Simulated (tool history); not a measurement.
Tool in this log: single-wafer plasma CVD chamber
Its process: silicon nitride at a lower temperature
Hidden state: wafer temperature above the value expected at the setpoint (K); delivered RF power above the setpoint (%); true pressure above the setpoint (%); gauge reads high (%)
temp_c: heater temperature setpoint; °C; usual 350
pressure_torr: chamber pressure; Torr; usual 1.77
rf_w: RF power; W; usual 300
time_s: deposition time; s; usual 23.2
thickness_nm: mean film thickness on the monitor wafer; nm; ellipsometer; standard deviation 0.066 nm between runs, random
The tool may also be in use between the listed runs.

run,hour,temp_c,pressure_torr,rf_w,time_s,wafers since the last listed run,hours since the last thermocouple change,hours since the last RF generator calibration,hours since the last manometer calibration,hours since the showerhead was replaced,hours since the gauge calibration,"read-back reference wafer on the same gauge, thickness_nm",thickness_nm
1,0.0,344,1.77,300,23.2,0,2039.7,1584.7,1989.2,3765.6,663.0,21.194,26.226
2,62.8,344,1.77,300,23.2,1353,2102.5,1647.5,2052.0,3828.4,725.8,21.211,26.206
3,127.4,344,1.77,300,23.2,1392,2167.1,1712.1,2116.6,3893.0,790.4,21.210,26.269
4,193.7,350,1.77,275,23.2,1428,2233.4,1778.4,2182.9,3959.3,856.7,21.233,25.042
5,246.9,350,1.77,275,23.2,1146,2286.6,1831.6,2236.1,4012.5,909.9,21.197,24.935
6,272.7,350,1.77,275,23.2,555,2312.4,1857.4,2261.9,4038.3,935.7,21.207,24.980
7,320.7,350,1.77,300,23.2,1034,2360.4,1905.4,2309.9,4086.3,983.7,21.193,26.292
8,363.5,350,1.77,300,23.2,922,2403.2,1948.2,2352.7,4129.1,1026.5,21.227,26.311
9,415.1,350,1.77,300,23.2,1111,2454.8,1999.8,2404.3,4180.7,1078.1,21.213,26.227
10,441.9,350,1.77,300,23.2,577,2481.6,2026.6,2431.1,4207.5,1104.9,21.210,26.195
11,480.4,350,1.77,300,23.2,829,2520.1,2065.1,2469.6,4246.0,1143.4,21.203,26.237
# hour 510.0: RF generator calibrated
12,539.3,350,1.77,280,23.2,1096,2579.0,29.3,2528.5,4304.9,1202.3,21.200,25.831
13,590.1,350,1.77,260,23.2,1094,2629.8,80.1,2579.3,4355.7,1253.1,21.209,24.661
# hour 599.2: showerhead replaced
14,656.0,342,1.77,240,23.2,1247,2695.7,146.0,2645.2,56.8,1319.0,21.211,23.594
15,703.5,359,1.36,325,19.0,1023,2743.2,193.5,2692.7,104.3,1366.5,21.199,20.816
# hour 718.0: capacitance manometer re-zeroed and calibrated
# hour 721.8: thermocouple changed; heater temperature recalibrated
16,766.7,350,1.77,300,23.2,1108,44.9,256.7,48.7,167.5,1429.7,21.206,26.101
17,797.1,338,1.77,300,23.2,655,75.3,287.1,79.1,197.9,1460.1,21.189,26.166
18,823.7,350,1.77,300,23.2,573,101.9,313.7,105.7,224.5,1486.7,21.208,26.166
19,880.8,344,1.77,300,23.2,1230,159.0,370.8,162.8,281.6,1543.8,21.220,26.310
# hour 937.2: gauge calibrated
20,938.0,350,1.77,300,23.2,1232,216.2,428.0,220.0,338.8,0.8,21.196,26.108
21,965.4,350,1.51,325,23.2,590,243.6,455.4,247.4,366.2,28.2,21.210,25.977
22,1010.9,350,1.77,300,23.2,980,289.1,500.9,292.9,411.7,73.7,21.195,26.061
23,1074.0,364,1.77,320,23.2,1359,352.2,564.0,356.0,474.8,136.8,21.213,26.993
24,1125.6,357,2.11,260,23.2,1111,403.8,615.6,407.6,526.4,188.4,21.210,25.385
25,1184.8,360,1.97,300,19.5,1275,463.0,674.8,466.8,585.6,247.6,21.218,22.750
26,1251.9,339,1.77,255,26.1,1445,530.1,741.9,533.9,652.7,314.7,21.200,26.861
27,1306.4,335,1.77,275,19.3,1174,584.6,796.4,588.4,707.2,369.2,21.215,20.841

Across each entry between runs, compare the hidden state at the last listed run before it with the hidden state at the first listed run after it:
From run 11 to run 12: RF generator calibrated (hour 510.0)
  delivered RF power above the setpoint (%): -3.77 -> -0.182; true pressure above the setpoint (%): 8.25 -> 8.43
  difference, measured minus the result without the unlogged condition, thickness_nm: +0.101 -> +0.652 nm
From run 13 to run 14: showerhead replaced (hour 599.2)
  delivered RF power above the setpoint (%): -0.267 -> -0.377; true pressure above the setpoint (%): 8.59 -> 8.79
  difference, measured minus the result without the unlogged condition, thickness_nm: +0.621 -> +0.592 nm
From run 15 to run 16: capacitance manometer re-zeroed and calibrated (hour 718.0); thermocouple changed; heater temperature recalibrated (hour 721.8)
  delivered RF power above the setpoint (%): -0.456 -> -0.562; true pressure above the setpoint (%): 8.93 -> 1.64
  difference, measured minus the result without the unlogged condition, thickness_nm: +0.561 -> +0.056 nm
From run 19 to run 20: gauge calibrated (hour 937.2)
  delivered RF power above the setpoint (%): -0.753 -> -0.848; true pressure above the setpoint (%): 1.99 -> 2.17
  difference, measured minus the result without the unlogged condition, thickness_nm: +0.057 -> +0.057 nm
